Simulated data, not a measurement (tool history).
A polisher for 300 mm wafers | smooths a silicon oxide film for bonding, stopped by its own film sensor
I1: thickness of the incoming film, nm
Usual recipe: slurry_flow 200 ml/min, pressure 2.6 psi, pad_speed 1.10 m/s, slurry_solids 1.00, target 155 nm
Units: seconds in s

run 1 day=0.000 | slurry_flow=170 pressure=2.6 pad_speed=1.10 slurry_solids=1.00 target=155 | I1=200.4 | seconds=46.1
run 2 day=1.033 | slurry_flow=200 pressure=2.6 pad_speed=1.10 slurry_solids=1.00 target=155 | I1=203.2 | seconds=47.3
run 3 day=1.912 | slurry_flow=200 pressure=2.6 pad_speed=1.10 slurry_solids=1.00 target=155 | I1=196.5 | seconds=41.7
run 4 day=2.554 | slurry_flow=200 pressure=2.6 pad_speed=1.10 slurry_solids=1.00 target=155 | I1=200.2 | seconds=44.8
run 5 day=2.867 | slurry_flow=200 pressure=2.6 pad_speed=1.10 slurry_solids=1.00 target=151 | I1=197.7 | seconds=44.8
-- day=4.229 worn pad replaced by a new one
run 6 day=4.250 | slurry_flow=200 pressure=2.6 pad_speed=1.10 slurry_solids=1.00 target=151 | I1=199.4 | seconds=48.0
run 7 day=4.492 | slurry_flow=200 pressure=2.6 pad_speed=0.92 slurry_solids=1.00 target=155 | I1=199.3 | seconds=47.0
run 8 day=5.008 | slurry_flow=200 pressure=2.6 pad_speed=1.10 slurry_solids=1.00 target=155 | I1=201.8 | seconds=44.1
-- day=5.592 slurry blender recalibrated
run 9 day=6.033 | slurry_flow=200 pressure=2.6 pad_speed=1.10 slurry_solids=1.00 target=155 | I1=199.3 | seconds=42.6
run 10 day=6.596 | slurry_flow=200 pressure=2.6 pad_speed=1.10 slurry_solids=1.00 target=155 | I1=198.0 | seconds=43.3
-- day=7.171 slurry nozzle cleaned
-- day=8.475 worn pad replaced by a new one
run 11 day=8.742 | slurry_flow=200 pressure=2.6 pad_speed=1.10 slurry_solids=1.00 target=155 | I1=199.3 | seconds=42.0
run 12 day=9.188 | slurry_flow=200 pressure=2.6 pad_speed=1.10 slurry_solids=1.00 target=155 | I1=198.8 | seconds=42.6
run 13 day=9.854 | slurry_flow=200 pressure=2.6 pad_speed=1.10 slurry_solids=1.00 target=155 | I1=199.5 | seconds=42.6
run 14 day=10.588 | slurry_flow=200 pressure=2.6 pad_speed=1.10 slurry_solids=1.00 target=155 | I1=199.0 | seconds=44.8
-- day=11.333 head pressure recalibrated
run 15 day=11.354 | slurry_flow=200 pressure=2.6 pad_speed=1.34 slurry_solids=1.20 target=149 | I1=200.3 | seconds=39.7
run 16 day=11.588 | slurry_flow=245 pressure=1.7 pad_speed=0.94 slurry_solids=1.00 target=155 | I1=202.3 | seconds=80.0
run 17 day=11.842 | slurry_flow=200 pressure=3.1 pad_speed=1.10 slurry_solids=1.00 target=155 | I1=201.2 | seconds=38.8
run 18 day=12.471 | slurry_flow=200 pressure=2.6 pad_speed=1.44 slurry_solids=1.10 target=148 | I1=198.8 | seconds=38.8
-- day=12.825 worn pad replaced by a new one
run 19 day=12.871 | slurry_flow=200 pressure=2.6 pad_speed=1.10 slurry_solids=1.00 target=155 | I1=196.6 | seconds=39.7
run 20 day=13.567 | slurry_flow=260 pressure=2.6 pad_speed=1.10 slurry_solids=1.00 target=155 | I1=201.1 | seconds=42.8
run 21 day=14.142 | slurry_flow=170 pressure=2.6 pad_speed=1.10 slurry_solids=1.00 target=163 | I1=203.7 | seconds=41.4
run 22 day=14.788 | slurry_flow=200 pressure=2.6 pad_speed=1.42 slurry_solids=1.00 target=147 | I1=202.7 | seconds=44.3
run 23 day=15.467 | slurry_flow=200 pressure=2.6 pad_speed=1.10 slurry_solids=1.00 target=155 | I1=198.1 | seconds=43.0
run 24 day=16.142 | slurry_flow=200 pressure=2.6 pad_speed=1.10 slurry_solids=1.00 target=155 | I1=198.8 | seconds=43.9
run 25 day=16.850 | slurry_flow=200 pressure=2.6 pad_speed=1.10 slurry_solids=1.15 target=155 | I1=203.0 | seconds=45.6
run 26 day=17.538 | slurry_flow=200 pressure=3.1 pad_speed=1.10 slurry_solids=1.00 target=155 | I1=200.0 | seconds=40.0

What was the tool's hidden state at every run in the log?
slurry flow missing at the pad, %: 0 across all the runs
deviation of the head's pressure from its setpoint, %: 0 across all the runs
abrasive missing from the slurry, %: 0 across all the runs
H1: removal rate lost through wear of the pad, %
run=1 H1=0.551
run=2 H1=1.02
run=3 H1=2.01
run=4 H1=3.07
run=5 H1=3.69
run=6 H1=0.0475
run=7 H1=0.0711
run=8 H1=0.258
run=9 H1=1.18
run=10 H1=1.99
run=11 H1=0.215
run=12 H1=0.367
run=13 H1=0.851
run=14 H1=1.74
run=15 H1=3.07
run=16 H1=3.56
run=17 H1=4.13
run=18 H1=5.74
run=19 H1=0.141
run=20 H1=0.331
run=21 H1=0.742
run=22 H1=1.48
run=23 H1=2.56
run=24 H1=3.96
run=25 H1=5.77
run=26 H1=7.86
